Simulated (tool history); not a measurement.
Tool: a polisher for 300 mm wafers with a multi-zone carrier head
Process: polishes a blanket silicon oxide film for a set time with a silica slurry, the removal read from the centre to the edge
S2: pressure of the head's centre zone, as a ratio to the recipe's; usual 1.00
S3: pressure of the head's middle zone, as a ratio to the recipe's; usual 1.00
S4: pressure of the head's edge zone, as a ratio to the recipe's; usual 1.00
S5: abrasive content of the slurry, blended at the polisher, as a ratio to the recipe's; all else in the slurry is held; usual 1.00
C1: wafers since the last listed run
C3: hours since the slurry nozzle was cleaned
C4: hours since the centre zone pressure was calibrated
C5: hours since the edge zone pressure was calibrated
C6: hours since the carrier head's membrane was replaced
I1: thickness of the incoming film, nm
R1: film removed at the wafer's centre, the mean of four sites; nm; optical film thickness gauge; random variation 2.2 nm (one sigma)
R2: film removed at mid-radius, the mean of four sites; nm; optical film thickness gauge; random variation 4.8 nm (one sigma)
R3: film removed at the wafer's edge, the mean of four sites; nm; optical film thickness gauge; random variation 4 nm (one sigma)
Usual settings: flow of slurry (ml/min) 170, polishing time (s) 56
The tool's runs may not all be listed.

{"run": 1, "hour": 0.0, "flow of slurry (ml/min)": 170, "S2": 1.0, "S3": 1.0, "S4": 0.94, "S5": 1.0, "polishing time (s)": 43, "C1": 0, "wafers polished on this pad": 33, "C3": 134.0, "C4": 91.0, "C5": 81.6, "C6": 129.6, "I1": 1787.0, "R1": 281.0, "R2": 272.1, "R3": 269.2}
{"run": 2, "hour": 27.8, "flow of slurry (ml/min)": 170, "S2": 1.09, "S3": 1.0, "S4": 1.0, "S5": 1.0, "polishing time (s)": 56, "C1": 290, "wafers polished on this pad": 323, "C3": 161.8, "C4": 118.8, "C5": 109.4, "C6": 157.4, "I1": 1819.1, "R1": 394.1, "R2": 342.5, "R3": 347.4}
{"run": 3, "hour": 51.4, "flow of slurry (ml/min)": 110, "S2": 0.92, "S3": 1.11, "S4": 1.0, "S5": 1.3, "polishing time (s)": 56, "C1": 246, "wafers polished on this pad": 570, "C3": 185.4, "C4": 142.4, "C5": 133.0, "C6": 181.0, "I1": 1839.5, "R1": 344.6, "R2": 403.6, "R3": 379.7}
{"run": 4, "hour": 73.1, "flow of slurry (ml/min)": 170, "S2": 1.0, "S3": 1.0, "S4": 1.0, "S5": 1.0, "polishing time (s)": 56, "C1": 226, "wafers polished on this pad": 796, "C3": 207.1, "C4": 164.1, "C5": 154.7, "C6": 202.7, "I1": 1807.4, "R1": 365.9, "R2": 342.8, "R3": 354.7}
{"hour": 85.4, "done": "centre zone pressure recalibrated, repeated, since the last time left the tool worse"}
{"run": 5, "hour": 103.9, "flow of slurry (ml/min)": 170, "S2": 1.0, "S3": 0.96, "S4": 1.0, "S5": 1.0, "polishing time (s)": 56, "C1": 300, "wafers polished on this pad": 1097, "C3": 237.9, "C4": 18.5, "C5": 185.5, "C6": 233.5, "I1": 1821.1, "R1": 347.9, "R2": 333.1, "R3": 352.1}
{"run": 6, "hour": 135.6, "flow of slurry (ml/min)": 170, "S2": 1.0, "S3": 1.0, "S4": 0.92, "S5": 1.0, "polishing time (s)": 56, "C1": 331, "wafers polished on this pad": 1428, "C3": 269.6, "C4": 50.2, "C5": 217.2, "C6": 265.2, "I1": 1827.0, "R1": 348.3, "R2": 349.1, "R3": 339.6}
{"run": 7, "hour": 160.8, "flow of slurry (ml/min)": 170, "S2": 1.0, "S3": 0.94, "S4": 1.0, "S5": 1.0, "polishing time (s)": 56, "C1": 263, "wafers polished on this pad": 1692, "C3": 294.8, "C4": 75.4, "C5": 242.4, "C6": 290.4, "I1": 1814.4, "R1": 343.3, "R2": 330.8, "R3": 355.7}
{"hour": 193.5, "done": "worn pad replaced by a new one"}
{"run": 8, "hour": 195.4, "flow of slurry (ml/min)": 170, "S2": 1.04, "S3": 1.0, "S4": 1.0, "S5": 1.3, "polishing time (s)": 56, "C1": 319, "wafers polished on this pad": 19, "C3": 329.4, "C4": 110.0, "C5": 277.0, "C6": 325.0, "I1": 1833.4, "R1": 413.6, "R2": 392.0, "R3": 404.1}
{"run": 9, "hour": 243.8, "flow of slurry (ml/min)": 210, "S2": 1.0, "S3": 1.0, "S4": 1.0, "S5": 0.85, "polishing time (s)": 56, "C1": 505, "wafers polished on this pad": 525, "C3": 377.8, "C4": 158.4, "C5": 325.4, "C6": 373.4, "I1": 1808.5, "R1": 324.0, "R2": 328.7, "R3": 333.4}
{"run": 10, "hour": 265.4, "flow of slurry (ml/min)": 170, "S2": 1.0, "S3": 1.0, "S4": 1.0, "S5": 0.85, "polishing time (s)": 56, "C1": 225, "wafers polished on this pad": 751, "C3": 399.4, "C4": 180.0, "C5": 347.0, "C6": 395.0, "I1": 1805.2, "R1": 315.9, "R2": 312.0, "R3": 332.0}
{"run": 11, "hour": 278.2, "flow of slurry (ml/min)": 170, "S2": 1.0, "S3": 1.0, "S4": 1.0, "S5": 1.0, "polishing time (s)": 67, "C1": 133, "wafers polished on this pad": 884, "C3": 412.2, "C4": 192.8, "C5": 359.8, "C6": 407.8, "I1": 1820.2, "R1": 411.0, "R2": 414.4, "R3": 427.9}
{"run": 12, "hour": 291.7, "flow of slurry (ml/min)": 170, "S2": 1.0, "S3": 1.0, "S4": 1.0, "S5": 1.0, "polishing time (s)": 56, "C1": 141, "wafers polished on this pad": 1025, "C3": 425.7, "C4": 206.3, "C5": 373.3, "C6": 421.3, "I1": 1848.1, "R1": 339.0, "R2": 346.6, "R3": 353.2}
{"hour": 306.2, "done": "slurry nozzle cleaned"}
{"run": 13, "hour": 314.5, "flow of slurry (ml/min)": 170, "S2": 1.0, "S3": 1.0, "S4": 1.0, "S5": 1.0, "polishing time (s)": 56, "C1": 227, "wafers polished on this pad": 1253, "C3": 8.3, "C4": 229.1, "C5": 396.1, "C6": 444.1, "I1": 1811.3, "R1": 345.6, "R2": 356.1, "R3": 356.4}
{"run": 14, "hour": 345.5, "flow of slurry (ml/min)": 230, "S2": 1.0, "S3": 1.0, "S4": 0.91, "S5": 1.0, "polishing time (s)": 76, "C1": 323, "wafers polished on this pad": 1577, "C3": 39.3, "C4": 260.1, "C5": 427.1, "C6": 475.1, "I1": 1793.1, "R1": 491.3, "R2": 488.2, "R3": 479.3}
{"run": 15, "hour": 368.1, "flow of slurry (ml/min)": 150, "S2": 1.0, "S3": 1.12, "S4": 0.9, "S5": 1.0, "polishing time (s)": 56, "C1": 236, "wafers polished on this pad": 1813, "C3": 61.9, "C4": 282.7, "C5": 449.7, "C6": 497.7, "I1": 1803.4, "R1": 337.6, "R2": 370.7, "R3": 334.2}
{"hour": 390.7, "done": "worn pad replaced by a new one"}
{"run": 16, "hour": 391.2, "flow of slurry (ml/min)": 170, "S2": 0.92, "S3": 1.0, "S4": 1.1, "S5": 0.75, "polishing time (s)": 68, "C1": 199, "wafers polished on this pad": 4, "C3": 85.0, "C4": 305.8, "C5": 472.8, "C6": 520.8, "I1": 1841.2, "R1": 323.1, "R2": 356.9, "R3": 387.7}
{"run": 17, "hour": 412.2, "flow of slurry (ml/min)": 115, "S2": 1.0, "S3": 1.0, "S4": 1.0, "S5": 1.0, "polishing time (s)": 51, "C1": 219, "wafers polished on this pad": 224, "C3": 106.0, "C4": 326.8, "C5": 493.8, "C6": 541.8, "I1": 1845.2, "R1": 290.1, "R2": 291.9, "R3": 309.2}
{"run": 18, "hour": 457.5, "flow of slurry (ml/min)": 170, "S2": 1.0, "S3": 1.0, "S4": 1.0, "S5": 1.0, "polishing time (s)": 56, "C1": 473, "wafers polished on this pad": 697, "C3": 151.3, "C4": 372.1, "C5": 539.1, "C6": 587.1, "I1": 1829.4, "R1": 342.4, "R2": 352.7, "R3": 355.8}
{"run": 19, "hour": 480.6, "flow of slurry (ml/min)": 170, "S2": 0.9, "S3": 0.9, "S4": 1.0, "S5": 1.1, "polishing time (s)": 56, "C1": 241, "wafers polished on this pad": 938, "C3": 174.4, "C4": 395.2, "C5": 562.2, "C6": 610.2, "I1": 1815.7, "R1": 323.8, "R2": 343.8, "R3": 374.0}
{"run": 20, "hour": 496.4, "flow of slurry (ml/min)": 170, "S2": 1.0, "S3": 1.11, "S4": 1.0, "S5": 1.0, "polishing time (s)": 47, "C1": 165, "wafers polished on this pad": 1103, "C3": 190.2, "C4": 411.0, "C5": 578.0, "C6": 626.0, "I1": 1807.6, "R1": 287.5, "R2": 318.2, "R3": 294.1}
{"run": 21, "hour": 529.2, "flow of slurry (ml/min)": 170, "S2": 1.0, "S3": 1.0, "S4": 1.06, "S5": 1.0, "polishing time (s)": 56, "C1": 342, "wafers polished on this pad": 1446, "C3": 223.0, "C4": 443.8, "C5": 610.8, "C6": 658.8, "I1": 1812.9, "R1": 341.2, "R2": 345.6, "R3": 366.5}

Forecast each of these 4 alternatives for the next run:
{"run": "A", "hour": 529.6, "flow of slurry (ml/min)": 170, "S2": 1.0, "S3": 1.0, "S4": 1.0, "S5": 1.0, "polishing time (s)": 36, "C1": 4, "wafers polished on this pad": 1450, "C3": 223.4, "C4": 444.2, "C5": 611.2, "C6": 659.2, "I1": 1803.8, "R1": "?", "R2": "?", "R3": "?"}
{"run": "B", "hour": 529.6, "flow of slurry (ml/min)": 170, "S2": 0.91, "S3": 1.0, "S4": 1.0, "S5": 1.0, "polishing time (s)": 56, "C1": 4, "wafers polished on this pad": 1450, "C3": 223.4, "C4": 444.2, "C5": 611.2, "C6": 659.2, "I1": 1803.8, "R1": "?", "R2": "?", "R3": "?"}
{"run": "C", "hour": 529.6, "flow of slurry (ml/min)": 110, "S2": 1.0, "S3": 1.1, "S4": 1.0, "S5": 1.0, "polishing time (s)": 45, "C1": 4, "wafers polished on this pad": 1450, "C3": 223.4, "C4": 444.2, "C5": 611.2, "C6": 659.2, "I1": 1803.8, "R1": "?", "R2": "?", "R3": "?"}
{"run": "D", "hour": 529.6, "flow of slurry (ml/min)": 170, "S2": 1.0, "S3": 0.9, "S4": 1.0, "S5": 1.0, "polishing time (s)": 72, "C1": 4, "wafers polished on this pad": 1450, "C3": 223.4, "C4": 444.2, "C5": 611.2, "C6": 659.2, "I1": 1803.8, "R1": "?", "R2": "?", "R3": "?"}

run=A R1=217.8 R2=221.8 R3=228.9
run=B R1=308.1 R2=345.2 R3=356.1
run=C R1=249.2 R2=275.5 R3=270.2
run=D R1=435.4 R2=410.2 R3=458.3
Without the tool's hidden state the same runs would have given:
run=A R1=218.9 R2=221.8 R3=228.9
run=B R1=309.6 R2=345.2 R3=356.1
run=C R1=250.4 R2=275.5 R3=270.2
run=D R1=437.5 R2=410.2 R3=458.3
